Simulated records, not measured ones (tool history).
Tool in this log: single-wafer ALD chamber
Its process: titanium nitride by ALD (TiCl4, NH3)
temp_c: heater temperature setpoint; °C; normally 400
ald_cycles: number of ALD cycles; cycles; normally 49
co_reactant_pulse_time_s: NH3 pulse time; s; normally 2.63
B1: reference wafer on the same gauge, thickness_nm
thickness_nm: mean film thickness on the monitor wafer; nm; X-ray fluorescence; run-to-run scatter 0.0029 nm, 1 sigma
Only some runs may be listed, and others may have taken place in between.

run 1 day=0 | temp_c=400 ald_cycles=49 co_reactant_pulse_time_s=2.63 | B1=1.159 | thickness_nm=1.169
run 2 day=0.292 | temp_c=400 ald_cycles=49 co_reactant_pulse_time_s=2.63 | B1=1.16 | thickness_nm=1.165
run 3 day=0.904 | temp_c=400 ald_cycles=49 co_reactant_pulse_time_s=2.63 | B1=1.161 | thickness_nm=1.17
run 4 day=1.242 | temp_c=400 ald_cycles=49 co_reactant_pulse_time_s=2.63 | B1=1.161 | thickness_nm=1.17
run 5 day=1.5 | temp_c=400 ald_cycles=49 co_reactant_pulse_time_s=2.63 | B1=1.162 | thickness_nm=1.171
run 6 day=3.029 | temp_c=400 ald_cycles=53 co_reactant_pulse_time_s=2.63 | B1=1.163 | thickness_nm=1.269
run 7 day=3.458 | temp_c=400 ald_cycles=53 co_reactant_pulse_time_s=2.63 | B1=1.163 | thickness_nm=1.265
run 8 day=4.1 | temp_c=400 ald_cycles=49 co_reactant_pulse_time_s=3.08 | B1=1.165 | thickness_nm=1.183
run 9 day=4.438 | temp_c=400 ald_cycles=49 co_reactant_pulse_time_s=2.63 | B1=1.164 | thickness_nm=1.17
run 10 day=4.917 | temp_c=400 ald_cycles=49 co_reactant_pulse_time_s=2.63 | B1=1.164 | thickness_nm=1.174
run 11 day=5.379 | temp_c=400 ald_cycles=49 co_reactant_pulse_time_s=2.63 | B1=1.167 | thickness_nm=1.176
run 12 day=5.746 | temp_c=400 ald_cycles=49 co_reactant_pulse_time_s=2.63 | B1=1.167 | thickness_nm=1.173
run 13 day=6.05 | temp_c=400 ald_cycles=49 co_reactant_pulse_time_s=2.63 | B1=1.167 | thickness_nm=1.173
run 14 day=6.354 | temp_c=400 ald_cycles=49 co_reactant_pulse_time_s=2.63 | B1=1.168 | thickness_nm=1.175
run 15 day=6.867 | temp_c=409 ald_cycles=49 co_reactant_pulse_time_s=2.63 | B1=1.169 | thickness_nm=1.177
run 16 day=7.208 | temp_c=409 ald_cycles=49 co_reactant_pulse_time_s=2.63 | B1=1.169 | thickness_nm=1.179
run 17 day=7.558 | temp_c=409 ald_cycles=49 co_reactant_pulse_time_s=2.63 | B1=1.168 | thickness_nm=1.177
-- day=8.008 thermocouple changed; heater temperature recalibrated
run 18 day=8.029 | temp_c=400 ald_cycles=58 co_reactant_pulse_time_s=2.96 | B1=1.169 | thickness_nm=1.402
run 19 day=8.571 | temp_c=400 ald_cycles=49 co_reactant_pulse_time_s=1.59 | B1=1.169 | thickness_nm=1.121
run 20 day=9.088 | temp_c=400 ald_cycles=49 co_reactant_pulse_time_s=1.86 | B1=1.17 | thickness_nm=1.143
-- day=9.788 showerhead replaced
run 21 day=9.808 | temp_c=408 ald_cycles=59 co_reactant_pulse_time_s=2.63 | B1=1.169 | thickness_nm=1.419
run 22 day=10.262 | temp_c=400 ald_cycles=49 co_reactant_pulse_time_s=1.86 | B1=1.172 | thickness_nm=1.145
run 23 day=10.592 | temp_c=392 ald_cycles=49 co_reactant_pulse_time_s=3.46 | B1=1.172 | thickness_nm=1.188
run 24 day=11.325 | temp_c=393 ald_cycles=40 co_reactant_pulse_time_s=2.99 | B1=1.172 | thickness_nm=0.966
run 25 day=12.021 | temp_c=387 ald_cycles=49 co_reactant_pulse_time_s=2.63 | B1=1.174 | thickness_nm=1.163
run 26 day=12.679 | temp_c=400 ald_cycles=49 co_reactant_pulse_time_s=3.31 | B1=1.175 | thickness_nm=1.196
-- day=12.896 gauge calibrated
run 27 day=13.017 | temp_c=411 ald_cycles=49 co_reactant_pulse_time_s=2.19 | B1=1.159 | thickness_nm=1.161
run 28 day=13.55 | temp_c=413 ald_cycles=49 co_reactant_pulse_time_s=3.54 | B1=1.16 | thickness_nm=1.184
run 29 day=14.067 | temp_c=400 ald_cycles=49 co_reactant_pulse_time_s=2.63 | B1=1.16 | thickness_nm=1.167
run 30 day=14.667 | temp_c=410 ald_cycles=57 co_reactant_pulse_time_s=2.07 | B1=1.162 | thickness_nm=1.348
run 31 day=15.379 | temp_c=409 ald_cycles=44 co_reactant_pulse_time_s=3.28 | B1=1.162 | thickness_nm=1.061
run 32 day=15.929 | temp_c=407 ald_cycles=58 co_reactant_pulse_time_s=3.23 | B1=1.163 | thickness_nm=1.399
run 33 day=16.417 | temp_c=400 ald_cycles=49 co_reactant_pulse_time_s=2.63 | B1=1.164 | thickness_nm=1.171
run 34 day=17.067 | temp_c=400 ald_cycles=49 co_reactant_pulse_time_s=2.63 | B1=1.164 | thickness_nm=1.17
run 35 day=17.562 | temp_c=386 ald_cycles=49 co_reactant_pulse_time_s=2.63 | B1=1.164 | thickness_nm=1.155

What the log doesn't show, run by run:
wafer temperature above the value expected at the setpoint (K): 0 in every run
H1: gauge reads high (%)
run=1 H1=-0.0159
run=2 H1=0.0121
run=3 H1=0.0709
run=4 H1=0.103
run=5 H1=0.128
run=6 H1=0.275
run=7 H1=0.316
run=8 H1=0.378
run=9 H1=0.41
run=10 H1=0.456
run=11 H1=0.501
run=12 H1=0.536
run=13 H1=0.565
run=14 H1=0.594
run=15 H1=0.643
run=16 H1=0.676
run=17 H1=0.71
run=18 H1=0.755
run=19 H1=0.807
run=20 H1=0.857
run=21 H1=0.926
run=22 H1=0.969
run=23 H1=1
run=24 H1=1.07
run=25 H1=1.14
run=26 H1=1.2
run=27 H1=-0.0699
run=28 H1=-0.0187
run=29 H1=0.0309
run=30 H1=0.0885
run=31 H1=0.157
run=32 H1=0.21
run=33 H1=0.256
run=34 H1=0.319
run=35 H1=0.366
